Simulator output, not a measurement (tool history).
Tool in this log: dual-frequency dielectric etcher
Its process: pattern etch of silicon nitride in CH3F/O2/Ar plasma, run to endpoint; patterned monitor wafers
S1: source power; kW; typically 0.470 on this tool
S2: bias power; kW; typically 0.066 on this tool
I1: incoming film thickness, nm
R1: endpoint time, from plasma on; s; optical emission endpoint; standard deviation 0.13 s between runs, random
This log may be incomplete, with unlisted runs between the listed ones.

Run 1, day 0.000: usual settings but S1 0.400 kW, S2 0.071 kW; I1 17.54. Result: R1 25.9 s.
Run 2, day 2.871: usual settings but S1 0.400 kW, S2 0.071 kW; I1 17.74. Result: R1 25.8 s.
Run 3, day 7.292: usual settings but S1 0.400 kW, S2 0.071 kW; I1 17.39. Result: R1 24.8 s.
At day 10.162: wet clean of the chamber.
Run 4, day 11.162: usual settings; I1 17.60. Result: R1 25.3 s.
Run 5, day 13.896: usual settings; I1 17.50. Result: R1 24.9 s.
Run 6, day 16.925: usual settings; I1 17.39. Result: R1 24.5 s.
Run 7, day 20.617: usual settings; I1 17.57. Result: R1 24.4 s.
Run 8, day 23.367: usual settings; I1 17.67. Result: R1 24.6 s.
At day 26.838: wet clean of the chamber.
Run 9, day 27.617: usual settings; I1 17.61. Result: R1 25.0 s.
Run 10, day 30.208: usual settings; I1 17.64. Result: R1 25.1 s.
Run 11, day 33.750: usual settings; I1 17.58. Result: R1 24.5 s.
Run 12, day 35.288: usual settings; I1 17.54. Result: R1 24.3 s.
At day 39.075: bias power generator calibrated.
Run 13, day 39.317: usual settings but S2 0.056 kW; I1 17.51. Result: R1 25.6 s.
Run 14, day 41.221: usual settings but S1 0.440 kW; I1 17.75. Result: R1 24.8 s.
At day 43.412: wet clean of the chamber.
Run 15, day 44.108: usual settings but S1 0.550 kW, S2 0.061 kW; I1 17.62. Result: R1 24.4 s.
At day 45.617: source power generator calibrated.
At day 47.275: upper electrode replaced.
Run 16, day 48.150: usual settings but S1 0.550 kW, S2 0.071 kW; I1 17.57. Result: R1 22.9 s.
Run 17, day 54.529: usual settings but S1 0.390 kW, S2 0.073 kW; I1 17.63. Result: R1 25.3 s.
At day 58.638: wet clean of the chamber.
Run 18, day 58.658: usual settings but S2 0.059 kW; I1 17.59. Result: R1 26.5 s.
Run 19, day 60.338: usual settings but S1 0.400 kW, S2 0.071 kW; I1 17.54. Result: R1 25.8 s.
Run 20, day 62.479: usual settings but S1 0.520 kW, S2 0.053 kW; I1 17.57. Result: R1 25.9 s.
Run 21, day 66.554: usual settings but S2 0.059 kW; I1 17.59. Result: R1 25.6 s.
Run 22, day 68.504: usual settings but S2 0.053 kW; I1 17.52. Result: R1 26.6 s.
Run 23, day 72.262: usual settings but S1 0.370 kW, S2 0.059 kW; I1 17.62. Result: R1 27.5 s.
At day 76.825: wet clean of the chamber.
Run 24, day 76.846: usual settings but S1 0.390 kW, S2 0.058 kW; I1 17.66. Result: R1 28.6 s.

Pick out some run-to-run changes in R1. Of each, how much would a tool without hidden state show as well, from the settings, what came in and chance, and how much is left for the hidden state and any gauge scatter not in both results compared?
What the log doesn't record here: etch rate over this chamber's usual, %; source power that arrives over what is set, %; bias power that arrives over what is set, %.
Run 14 -> 15: S1 0.440 -> 0.550, S2 0.066 -> 0.061, wet clean of the chamber. R1 -0.4 s: hidden state +1.1, all else -1.5.
Run 15 -> 16: S2 0.061 -> 0.071, source power generator calibrated, upper electrode replaced. R1 -1.5 s: hidden state -0.3, all else -1.2.
Run 16 -> 17: S1 0.550 -> 0.390, S2 0.071 -> 0.073. R1 +2.4 s: hidden state -0.5, all else +2.9.
Run 23 -> 24: S1 0.370 -> 0.390, S2 0.059 -> 0.058, wet clean of the chamber. R1 +1.1 s: hidden state +1.3, all else -0.2.
